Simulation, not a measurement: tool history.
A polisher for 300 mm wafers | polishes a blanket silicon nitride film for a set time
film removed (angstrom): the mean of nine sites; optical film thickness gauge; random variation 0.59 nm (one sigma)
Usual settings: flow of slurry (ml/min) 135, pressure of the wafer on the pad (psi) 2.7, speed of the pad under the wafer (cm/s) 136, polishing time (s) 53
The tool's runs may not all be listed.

run,hour,flow of slurry (ml/min),pressure of the wafer on the pad (psi),speed of the pad under the wafer (cm/s),polishing time (s),"incoming thickness of the incoming film, nm",film removed (angstrom)
1,0.0,135,2.7,136,53,632.8,931
2,12.5,135,2.7,136,53,631.9,933
3,25.2,135,2.7,136,53,646.8,925
4,38.1,115,2.7,136,57,637.7,964
5,63.9,115,2.7,136,57,632.9,959
6,79.2,135,2.7,136,53,641.9,932
7,89.9,135,2.7,136,53,630.0,921
8,98.0,135,2.7,136,53,641.3,920
9,115.3,135,2.7,118,64,647.1,994
10,131.9,135,2.7,118,53,634.6,828
11,148.5,135,2.7,118,53,642.1,818
12,155.4,170,2.7,136,53,638.6,967
13,170.5,170,2.7,136,53,650.3,966
14,180.1,170,2.7,136,53,649.4,966
15,195.6,135,2.7,136,53,644.6,918
16,206.1,135,3.5,136,44,638.0,985
17,219.0,135,2.7,108,46,633.0,653
18,227.9,135,2.7,136,53,647.8,903
19,242.3,155,3.3,118,43,645.2,834
20,248.6,135,2.7,136,53,643.3,901
21,254.7,170,3.5,92,68,634.6,1156
22,268.7,170,3.5,92,68,641.7,1172
23,276.4,95,2.7,136,53,647.1,805
24,285.0,135,2.7,136,53,650.8,905
25,298.1,165,2.1,122,41,643.8,519
26,342.3,135,2.7,136,53,642.3,845
27,359.2,105,2.7,136,53,640.9,777
28,372.4,165,2.7,160,53,642.8,1021
29,389.5,135,2.7,136,53,644.2,848
30,427.4,135,2.7,136,53,646.3,839
31,471.3,145,3.2,136,53,629.8,1014
32,479.8,135,3.3,160,53,637.3,1337
33,492.4,135,2.7,88,53,648.9,670
34,501.0,170,2.7,136,53,628.0,982
35,513.4,120,2.7,136,53,644.4,918
36,522.8,170,2.7,136,53,646.0,1002
37,536.1,135,2.1,136,53,639.9,741
38,551.3,165,2.0,136,53,642.3,733

Not shown: 7 entries that the log had between the listed runs. Between which runs, and how does the tool's hidden state differ before and after?
Between runs 4 and 5: worn pad replaced by a new one (hour 55.5)
  slurry flow missing at the pad, %: 12.7 -> 13.6
  measured less the result without the state, film removed (angstrom): -35 -> -38
Between runs 14 and 15: head pressure recalibrated (hour 192.8)
  slurry flow missing at the pad, %: 18 -> 18.6
  measured less the result without the state, film removed (angstrom): -36 -> -45
Between runs 15 and 16: worn pad replaced by a new one (hour 200.0)
  slurry flow missing at the pad, %: 18.6 -> 19
  measured less the result without the state, film removed (angstrom): -45 -> -50
Between runs 25 and 26: slurry nozzle cleaned (hour 305.9)
  slurry flow missing at the pad, %: 23.1 -> 35.7
  measured less the result without the state, film removed (angstrom): -28 -> -106
Between runs 27 and 28: worn pad replaced by a new one (hour 365.2)
  slurry flow missing at the pad, %: 35.7 -> 35.8
  measured less the result without the state, film removed (angstrom): -128 -> -106
Between runs 31 and 32: slurry nozzle cleaned, repeated, since the last time left the tool worse (hour 477.1)
  slurry flow missing at the pad, %: 36.3 -> 1.15
  measured less the result without the state, film removed (angstrom): -123 -> -3
Between runs 35 and 36: worn pad replaced by a new one (hour 519.6)
  slurry flow missing at the pad, %: 1.18 -> 1.19
  measured less the result without the state, film removed (angstrom): -3 -> -2

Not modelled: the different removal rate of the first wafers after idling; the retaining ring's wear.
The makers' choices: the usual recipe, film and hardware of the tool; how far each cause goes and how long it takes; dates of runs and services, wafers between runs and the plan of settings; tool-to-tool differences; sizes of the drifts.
